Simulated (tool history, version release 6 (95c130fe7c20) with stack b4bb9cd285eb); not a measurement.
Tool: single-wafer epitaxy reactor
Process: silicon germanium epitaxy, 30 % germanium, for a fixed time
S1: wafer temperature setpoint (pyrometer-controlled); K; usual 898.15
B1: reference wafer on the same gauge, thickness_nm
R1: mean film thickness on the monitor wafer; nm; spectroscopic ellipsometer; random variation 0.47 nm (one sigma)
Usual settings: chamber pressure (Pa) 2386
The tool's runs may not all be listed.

Run 1, day 0: usual settings; B1 78.163. Result: R1 92.257 nm.
Run 2, day 1.346: usual settings; B1 77.979. Result: R1 92.107 nm.
Run 3, day 1.933: usual settings; B1 78.054. Result: R1 92.481 nm.
Run 4, day 3.271: usual settings; B1 78.158. Result: R1 92.346 nm.
Run 5, day 4.471: usual settings; B1 78.085. Result: R1 92.354 nm.
Run 6, day 5.179: usual settings; B1 78.128. Result: R1 91.83 nm.
Run 7, day 5.733: usual settings; B1 78.118. Result: R1 92.27 nm.
Run 8, day 6.479: usual settings; B1 78.102. Result: R1 92.405 nm.
Run 9, day 7.962: usual settings but S1 904.15 K; B1 78.048. Result: R1 101.831 nm.
Run 10, day 8.567: usual settings; B1 78.095. Result: R1 92.492 nm.
Run 11, day 10.008: usual settings; B1 78.189. Result: R1 91.697 nm.
Run 12, day 11.438: usual settings; B1 78.005. Result: R1 92.227 nm.
Run 13, day 12.162: usual settings but S1 884.15 K, chamber pressure (Pa) 2600; B1 78.067. Result: R1 74.132 nm.
Run 14, day 12.921: usual settings; B1 78.107. Result: R1 92.268 nm.
Run 15, day 14.338: usual settings but S1 906.15 K, chamber pressure (Pa) 2800; B1 78.213. Result: R1 113.292 nm.
Run 16, day 17.908: usual settings but chamber pressure (Pa) 1960; B1 78.087. Result: R1 87.272 nm.
Run 17, day 18.646: usual settings but S1 888.15 K, chamber pressure (Pa) 1960; B1 78.089. Result: R1 73.614 nm.
Run 18, day 19.921: usual settings; B1 78.168. Result: R1 95.304 nm.
Run 19, day 20.921: usual settings but chamber pressure (Pa) 2680; B1 78.048. Result: R1 99.957 nm.
Run 20, day 21.829: usual settings but S1 892.15 K, chamber pressure (Pa) 2146; B1 78.037. Result: R1 81.871 nm.
Run 21, day 22.862: usual settings but S1 885.15 K, chamber pressure (Pa) 2973; B1 78.044. Result: R1 83.885 nm.
Run 22, day 23.483: usual settings but S1 910.15 K, chamber pressure (Pa) 2026; B1 78.07. Result: R1 108.554 nm.
Run 23, day 24.358: usual settings but S1 903.15 K, chamber pressure (Pa) 2693; B1 78.036. Result: R1 110.145 nm.
Run 24, day 25.262: usual settings; B1 78.077. Result: R1 95.513 nm.
Run 25, day 26.638: usual settings but S1 891.15 K, chamber pressure (Pa) 1907; B1 78.212. Result: R1 76.591 nm.
Run 26, day 27.767: usual settings but S1 908.15 K, chamber pressure (Pa) 1853; B1 78.134. Result: R1 100.014 nm.
Run 27, day 28.475: usual settings; B1 78.116. Result: R1 94.827 nm.
Run 28, day 29.238: usual settings; B1 78.121. Result: R1 95.134 nm.
Run 29, day 30.354: usual settings but S1 892.15 K, chamber pressure (Pa) 2026; B1 78.118. Result: R1 80.232 nm.
Run 30, day 31.296: usual settings but S1 904.15 K, chamber pressure (Pa) 1933; B1 78.079. Result: R1 96.034 nm.
Run 31, day 32.471: usual settings but S1 888.15 K, chamber pressure (Pa) 2666; B1 78.074. Result: R1 83.848 nm.
Run 32, day 33.7: usual settings; B1 78.081. Result: R1 95.587 nm.
Run 33, day 35.196: usual settings but S1 888.15 K, chamber pressure (Pa) 2666; B1 78.062. Result: R1 83.694 nm.
Run 34, day 35.775: usual settings but S1 888.15 K, chamber pressure (Pa) 2146; B1 78.113. Result: R1 76.425 nm.
Run 35, day 37.221: usual settings but S1 908.15 K; B1 78.074. Result: R1 112.501 nm.
Run 36, day 38.429: usual settings but S1 886.15 K, chamber pressure (Pa) 2640; B1 78.158. Result: R1 80.954 nm.

Taken out of this log: 4 entries between the listed runs. Where each belongs, and how the hidden state differs across it:
Between runs 13 and 14: pyrometer calibrated (day 12.625)
  true pressure above the setpoint (%): -7.38 -> -7.49
  measured less the result without the state, R1: -2.607 -> -3.299 nm
Between runs 15 and 16: capacitance manometer re-zeroed and calibrated (day 15.167)
  true pressure above the setpoint (%): -7.71 -> 0.00809
  measured less the result without the state, R1: -4.176 -> +0.003 nm
Between runs 16 and 17: gauge calibrated (day 18.225)
  true pressure above the setpoint (%): 0.00809 -> 0.00439
  measured less the result without the state, R1: +0.003 -> +0.002 nm
Between runs 22 and 23: showerhead replaced (day 23.825)
  true pressure above the setpoint (%): -0.0416 -> -0.0539
  measured less the result without the state, R1: -0.02 -> -0.027 nm
